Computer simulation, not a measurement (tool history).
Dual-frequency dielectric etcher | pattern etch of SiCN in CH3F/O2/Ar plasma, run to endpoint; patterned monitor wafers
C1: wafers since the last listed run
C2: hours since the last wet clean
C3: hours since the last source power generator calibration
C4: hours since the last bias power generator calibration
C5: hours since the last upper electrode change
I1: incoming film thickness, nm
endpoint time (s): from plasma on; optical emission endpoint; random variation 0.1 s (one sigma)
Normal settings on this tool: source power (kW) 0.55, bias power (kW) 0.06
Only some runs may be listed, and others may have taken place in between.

Run 1, hour 0: usual settings; C1 0; C2 26.3; C3 3281.8; C4 2510.6; C5 3658.5; I1 6.87. Result: endpoint time (s) 18.2.
Run 2, hour 62.8: usual settings; C1 1007; C2 89.1; C3 3344.6; C4 2573.4; C5 3721.3; I1 6.88. Result: endpoint time (s) 18.6.
Run 3, hour 122: usual settings but source power (kW) 0.52, bias power (kW) 0.055; C1 949; C2 148.3; C3 3403.8; C4 2632.6; C5 3780.5; I1 6.86. Result: endpoint time (s) 19.2.
Run 4, hour 159.8: usual settings but source power (kW) 0.52, bias power (kW) 0.055; C1 606; C2 186.1; C3 3441.6; C4 2670.4; C5 3818.3; I1 6.92. Result: endpoint time (s) 19.4.
Run 5, hour 216.4: usual settings but source power (kW) 0.52, bias power (kW) 0.055; C1 907; C2 242.7; C3 3498.2; C4 2727; C5 3874.9; I1 6.88. Result: endpoint time (s) 19.3.
Run 6, hour 286: usual settings but bias power (kW) 0.07; C1 1116; C2 312.3; C3 3567.8; C4 2796.6; C5 3944.5; I1 6.95. Result: endpoint time (s) 18.4.
Run 7, hour 359: usual settings but bias power (kW) 0.07; C1 1170; C2 385.3; C3 3640.8; C4 2869.6; C5 4017.5; I1 6.95. Result: endpoint time (s) 18.8.
Run 8, hour 447.3: usual settings but source power (kW) 0.63, bias power (kW) 0.048; C1 1416; C2 473.6; C3 3729.1; C4 2957.9; C5 4105.8; I1 6.91. Result: endpoint time (s) 18.5.
Run 9, hour 510.5: usual settings but source power (kW) 0.43, bias power (kW) 0.056; C1 1013; C2 536.8; C3 3792.3; C4 3021.1; C5 4169; I1 6.96. Result: endpoint time (s) 22.1.
Run 10, hour 577.1: usual settings but source power (kW) 0.5, bias power (kW) 0.047; C1 1068; C2 603.4; C3 3858.9; C4 3087.7; C5 4235.6; I1 6.85. Result: endpoint time (s) 20.9.
At hour 590.5: source power generator calibrated.
At hour 617.6: bias power generator calibrated.
At hour 627.8: wet clean of the chamber.
At hour 654.7: upper electrode replaced.
Run 11, hour 655.9: usual settings but bias power (kW) 0.065; C1 586; C2 28.1; C3 65.4; C4 38.3; C5 1.2; I1 6.89. Result: endpoint time (s) 18.
Run 12, hour 759.6: usual settings but source power (kW) 0.49, bias power (kW) 0.054; C1 1662; C2 131.8; C3 169.1; C4 142; C5 104.9; I1 6.92. Result: endpoint time (s) 20.2.
Run 13, hour 796.3: usual settings but source power (kW) 0.45, bias power (kW) 0.053; C1 588; C2 168.5; C3 205.8; C4 178.7; C5 141.6; I1 6.82. Result: endpoint time (s) 20.7.
Run 14, hour 891.4: usual settings but bias power (kW) 0.071; C1 1525; C2 263.6; C3 300.9; C4 273.8; C5 236.7; I1 6.94. Result: endpoint time (s) 18.4.
Run 15, hour 958.9: usual settings; C1 1082; C2 331.1; C3 368.4; C4 341.3; C5 304.2; I1 6.96. Result: endpoint time (s) 19.

Here are 4 independent what-if runs from the current tool condition. What would each one return?
Run A, hour 959.3: usual settings but source power (kW) 0.46; C1 6; C2 331.5; C3 368.8; C4 341.7; C5 304.6; I1 6.88. Result: endpoint time (s) ?.
Run B, hour 959.3: usual settings but source power (kW) 0.42, bias power (kW) 0.075; C1 6; C2 331.5; C3 368.8; C4 341.7; C5 304.6; I1 6.88. Result: endpoint time (s) ?.
Run C, hour 959.3: usual settings but source power (kW) 0.43, bias power (kW) 0.068; C1 6; C2 331.5; C3 368.8; C4 341.7; C5 304.6; I1 6.88. Result: endpoint time (s) ?.
Run D, hour 959.3: usual settings but source power (kW) 0.42, bias power (kW) 0.067; C1 6; C2 331.5; C3 368.8; C4 341.7; C5 304.6; I1 6.88. Result: endpoint time (s) ?.

run  endpoint time (s)
  A               20.6
  B               20.6
  C               20.8
  D               21.1
What these runs would have given with no unlogged condition in the tool:
run  endpoint time (s)
  A               19.8
  B               19.9
  C                 20
  D               20.3

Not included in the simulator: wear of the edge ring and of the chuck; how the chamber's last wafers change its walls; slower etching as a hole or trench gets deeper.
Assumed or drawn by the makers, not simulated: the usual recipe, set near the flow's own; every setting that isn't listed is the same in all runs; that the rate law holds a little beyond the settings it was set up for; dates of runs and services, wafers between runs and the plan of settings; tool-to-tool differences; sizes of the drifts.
